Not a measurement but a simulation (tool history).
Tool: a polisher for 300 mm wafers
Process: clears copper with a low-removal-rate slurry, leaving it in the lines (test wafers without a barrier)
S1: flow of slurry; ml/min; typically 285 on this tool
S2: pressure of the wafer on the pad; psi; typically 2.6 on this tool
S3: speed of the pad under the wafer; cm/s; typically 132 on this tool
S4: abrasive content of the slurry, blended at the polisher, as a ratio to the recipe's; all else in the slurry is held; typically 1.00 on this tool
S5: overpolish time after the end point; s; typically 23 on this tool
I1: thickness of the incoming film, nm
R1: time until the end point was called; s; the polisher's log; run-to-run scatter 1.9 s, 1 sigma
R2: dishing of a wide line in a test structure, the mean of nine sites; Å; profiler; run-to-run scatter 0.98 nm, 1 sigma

run	hour	S1	S2	S3	S4	S5	I1	R1	R2
1	0.0	285	2.6	132	1.15	23	519.7	185.7	448
2	82.6	285	2.6	132	1.15	23	505.3	179.9	419
# hour 110.6: worn pad replaced by a new one
3	117.0	285	2.6	132	1.00	23	510.6	186.0	430
4	132.4	285	2.6	132	1.00	23	509.9	184.6	436
5	155.5	285	2.6	132	1.00	23	516.2	184.4	408
6	188.6	285	2.6	132	1.00	23	508.3	184.2	442
7	217.5	285	2.6	132	1.00	23	505.6	181.4	448
8	238.4	285	2.6	132	1.00	23	506.4	178.4	438
9	252.0	285	2.6	132	1.00	23	520.5	190.3	446
10	264.2	285	2.6	132	1.00	23	506.3	185.2	421
# hour 274.7: head pressure recalibrated
11	290.7	285	2.6	132	1.00	12	500.6	178.4	262
# hour 302.2: slurry blender recalibrated
12	314.1	285	2.6	132	1.00	12	517.2	184.1	256
# hour 327.0: worn pad replaced by a new one
13	333.7	285	2.6	132	1.00	23	515.5	185.2	432
# hour 362.7: slurry nozzle cleaned
14	363.9	285	2.6	132	1.00	23	516.9	186.7	420
15	395.6	285	2.6	132	1.00	32	517.3	186.3	531
16	421.7	380	3.3	154	1.25	23	516.0	119.9	597
17	445.8	285	2.6	132	1.00	23	512.6	184.0	428
18	470.8	250	2.6	132	1.25	23	514.0	176.7	441
19	485.7	240	2.6	90	1.00	37	514.3	272.2	455
# hour 507.5: worn pad replaced by a new one
20	520.3	285	2.6	132	0.80	33	504.7	189.6	549
21	552.8	285	3.5	152	1.00	23	507.5	118.4	625
22	573.7	285	2.4	148	1.25	18	504.6	171.1	366
23	586.1	225	2.6	132	1.00	23	517.6	189.5	421
24	608.2	285	1.8	104	1.10	27	513.5	335.5	295
25	623.8	285	2.6	132	1.00	23	500.1	180.8	444
26	674.8	340	2.6	132	1.00	13	512.9	181.7	272
# hour 700.6: worn pad replaced by a new one
27	701.1	285	3.4	132	0.80	19	511.0	149.5	451

Branching from run 27: 5 alternative next runs. What would each branch give?
A	701.6	285	2.6	132	1.00	23	500.8	?	?
B	701.6	190	3.2	94	1.00	10	500.8	?	?
C	701.6	285	2.6	120	1.25	15	500.8	?	?
D	701.6	285	2.6	132	1.00	16	500.8	?	?
E	701.6	255	2.1	132	0.75	23	500.8	?	?

run	R1	R2
A	179.6	425
B	213.1	183
C	191.1	286
D	179.6	318
E	232.4	341
With no hidden state in the tool, these same runs would have given:
run	R1	R2
A	179.6	425
B	213.1	183
C	191.1	286
D	179.6	318
E	232.4	341

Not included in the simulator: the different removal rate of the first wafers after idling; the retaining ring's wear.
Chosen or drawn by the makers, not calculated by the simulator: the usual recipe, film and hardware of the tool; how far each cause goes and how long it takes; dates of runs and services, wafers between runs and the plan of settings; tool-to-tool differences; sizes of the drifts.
